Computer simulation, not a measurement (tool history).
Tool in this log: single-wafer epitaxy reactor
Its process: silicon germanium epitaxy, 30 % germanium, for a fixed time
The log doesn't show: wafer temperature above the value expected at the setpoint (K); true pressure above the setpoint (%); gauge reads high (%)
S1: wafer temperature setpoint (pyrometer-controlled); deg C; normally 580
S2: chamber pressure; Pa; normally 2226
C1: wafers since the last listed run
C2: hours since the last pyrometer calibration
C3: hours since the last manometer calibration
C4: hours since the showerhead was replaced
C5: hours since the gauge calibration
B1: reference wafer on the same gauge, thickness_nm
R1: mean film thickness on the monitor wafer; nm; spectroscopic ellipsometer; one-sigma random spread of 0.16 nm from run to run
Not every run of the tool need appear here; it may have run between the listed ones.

| run | hour | S1 | S2 | C1 | C2 | C3 | C4 | C5 | B1 | R1 |
|---|---|---|---|---|---|---|---|---|---|---|
| 1 | 0.0 | 580 | 2226 | 0 | 43.8 | 1829.5 | 5839.3 | 122.6 | 42.039 | 35.991 |
| 2 | 101.2 | 580 | 2226 | 2015 | 145.0 | 1930.7 | 5940.5 | 223.8 | 42.081 | 35.927 |
| 3 | 186.4 | 570 | 2226 | 1697 | 230.2 | 2015.9 | 6025.7 | 309.0 | 42.129 | 30.054 |
| 4 | 232.1 | 570 | 2226 | 910 | 275.9 | 2061.6 | 6071.4 | 354.7 | 42.116 | 29.794 |
| 5 | 307.2 | 570 | 2226 | 1495 | 351.0 | 2136.7 | 6146.5 | 429.8 | 42.084 | 29.834 |
| 6 | 397.5 | 580 | 2226 | 1798 | 441.3 | 2227.0 | 6236.8 | 520.1 | 42.034 | 35.681 |
| 7 | 715.9 | 580 | 2226 | 6342 | 759.7 | 2545.4 | 6555.2 | 838.5 | 42.095 | 35.505 |
|  | 752.9 | showerhead replaced |
| 8 | 806.5 | 580 | 2226 | 1645 | 850.3 | 2636.0 | 53.6 | 929.1 | 42.040 | 35.525 |
| 9 | 890.6 | 580 | 2226 | 1675 | 934.4 | 2720.1 | 137.7 | 1013.2 | 42.050 | 35.470 |
| 10 | 994.1 | 572 | 2373 | 2061 | 1037.9 | 2823.6 | 241.2 | 1116.7 | 41.979 | 31.990 |
| 11 | 1050.0 | 571 | 1853 | 1113 | 1093.8 | 2879.5 | 297.1 | 1172.6 | 42.092 | 26.275 |
| 12 | 1114.2 | 571 | 2040 | 1278 | 1158.0 | 2943.7 | 361.3 | 1236.8 | 42.187 | 28.175 |
|  | 1145.7 | gauge calibrated |
| 13 | 1188.2 | 592 | 2786 | 1473 | 1232.0 | 3017.7 | 435.3 | 42.5 | 42.071 | 50.812 |
|  | 1211.1 | pyrometer calibrated |
|  | 1263.7 | capacitance manometer re-zeroed and calibrated |
| 14 | 1288.5 | 580 | 2226 | 1679 | 77.4 | 24.8 | 535.6 | 142.8 | 42.123 | 37.356 |
| 15 | 1336.6 | 592 | 2226 | 958 | 125.5 | 72.9 | 583.7 | 190.9 | 42.132 | 46.412 |
| 16 | 1427.1 | 572 | 2040 | 1802 | 216.0 | 163.4 | 674.2 | 281.4 | 42.051 | 30.179 |
| 17 | 1507.2 | 573 | 2693 | 1595 | 296.1 | 243.5 | 754.3 | 361.5 | 42.169 | 36.679 |
| 18 | 1601.9 | 580 | 2226 | 1886 | 390.8 | 338.2 | 849.0 | 456.2 | 42.064 | 36.934 |
| 19 | 1693.7 | 589 | 2226 | 1828 | 482.6 | 430.0 | 940.8 | 548.0 | 42.174 | 43.225 |

Below are 4 alternative next runs, each starting from the tool's condition after run 19. Predict each:
| A | 1694.1 | 572 | 2226 | 7 | 483.0 | 430.4 | 941.2 | 548.4 | ? | ? |
| B | 1694.1 | 585 | 2226 | 7 | 483.0 | 430.4 | 941.2 | 548.4 | ? | ? |
| C | 1694.1 | 580 | 2080 | 7 | 483.0 | 430.4 | 941.2 | 548.4 | ? | ? |
| D | 1694.1 | 580 | 2386 | 7 | 483.0 | 430.4 | 941.2 | 548.4 | ? | ? |

| run | B1 | R1 |
|---|---|---|
| A | 42.151 | 31.987 |
| B | 42.151 | 40.554 |
| C | 42.151 | 35.328 |
| D | 42.151 | 38.795 |
With the hidden condition removed and each run's random variation left untouched, the same runs would have given:
| run | R1 |
|---|---|
| A | 32.291 |
| B | 40.939 |
| C | 35.664 |
| D | 39.163 |

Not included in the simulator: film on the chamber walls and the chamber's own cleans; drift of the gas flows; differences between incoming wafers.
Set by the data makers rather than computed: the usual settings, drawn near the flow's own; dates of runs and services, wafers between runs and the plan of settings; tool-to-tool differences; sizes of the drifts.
